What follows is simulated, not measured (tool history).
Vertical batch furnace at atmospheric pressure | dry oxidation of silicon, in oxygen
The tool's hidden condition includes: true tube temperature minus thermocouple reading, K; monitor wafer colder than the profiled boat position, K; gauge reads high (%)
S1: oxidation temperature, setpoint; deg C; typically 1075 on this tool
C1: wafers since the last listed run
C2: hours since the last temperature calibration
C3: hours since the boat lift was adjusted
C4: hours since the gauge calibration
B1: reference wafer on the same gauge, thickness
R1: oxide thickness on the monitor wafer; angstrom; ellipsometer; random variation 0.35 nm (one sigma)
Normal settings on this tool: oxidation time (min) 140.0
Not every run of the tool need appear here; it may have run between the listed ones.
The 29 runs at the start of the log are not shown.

Run 30, hour 772.8: usual settings; C1 122; C2 309.3; C3 58.1; C4 229.1; B1 213.96. Result: R1 1814.7 angstrom.
Run 31, hour 789.7: usual settings but oxidation time (min) 104.5; C1 123; C2 326.2; C3 75.0; C4 246.0; B1 214.10. Result: R1 1512.0 angstrom.
Run 32, hour 807.5: usual settings; C1 130; C2 344.0; C3 92.8; C4 263.8; B1 214.06. Result: R1 1817.9 angstrom.
Run 33, hour 836.9: usual settings but S1 1083 deg C, oxidation time (min) 77.0; C1 215; C2 373.4; C3 122.2; C4 293.2; B1 213.99. Result: R1 1322.3 angstrom.
Run 34, hour 859.6: usual settings but S1 1085 deg C, oxidation time (min) 207.5; C1 166; C2 396.1; C3 144.9; C4 315.9; B1 213.89. Result: R1 2493.4 angstrom.
Run 35, hour 876.8: usual settings but oxidation time (min) 118.0; C1 126; C2 413.3; C3 162.1; C4 333.1; B1 214.02. Result: R1 1639.0 angstrom.
Run 36, hour 890.3: usual settings but S1 1086 deg C, oxidation time (min) 85.0; C1 98; C2 426.8; C3 175.6; C4 346.6; B1 214.07. Result: R1 1442.2 angstrom.
Run 37, hour 904.3: usual settings but oxidation time (min) 199.5; C1 102; C2 440.8; C3 189.6; C4 360.6; B1 214.11. Result: R1 2264.2 angstrom.
Run 38, hour 918.2: usual settings but S1 1087 deg C; C1 101; C2 454.7; C3 203.5; C4 374.5; B1 213.98. Result: R1 1979.6 angstrom.
Run 39, hour 933.4: usual settings; C1 111; C2 469.9; C3 218.7; C4 389.7; B1 213.91. Result: R1 1826.9 angstrom.
Run 40, hour 951.9: usual settings but S1 1051 deg C, oxidation time (min) 96.0; C1 135; C2 488.4; C3 237.2; C4 408.2; B1 213.88. Result: R1 1195.9 angstrom.

Alternative continuations, all from the tool just after run 40; predict every row:
Run A, hour 958.5: usual settings but S1 1097 deg C; C1 48; C2 495.0; C3 243.8; C4 414.8; B1 ?. Result: R1 ?.
Run B, hour 958.5: usual settings but S1 1054 deg C, oxidation time (min) 180.5; C1 48; C2 495.0; C3 243.8; C4 414.8; B1 ?. Result: R1 ?.
Run C, hour 958.5: usual settings but S1 1052 deg C, oxidation time (min) 117.0; C1 48; C2 495.0; C3 243.8; C4 414.8; B1 ?. Result: R1 ?.

run      B1      R1
  A  214.04  2125.6
  B  214.04  1849.6
  C  214.04  1377.6
What these runs would have given with no unlogged condition in the tool:
run      R1
  A  2094.7
  B  1816.7
  C  1351.7

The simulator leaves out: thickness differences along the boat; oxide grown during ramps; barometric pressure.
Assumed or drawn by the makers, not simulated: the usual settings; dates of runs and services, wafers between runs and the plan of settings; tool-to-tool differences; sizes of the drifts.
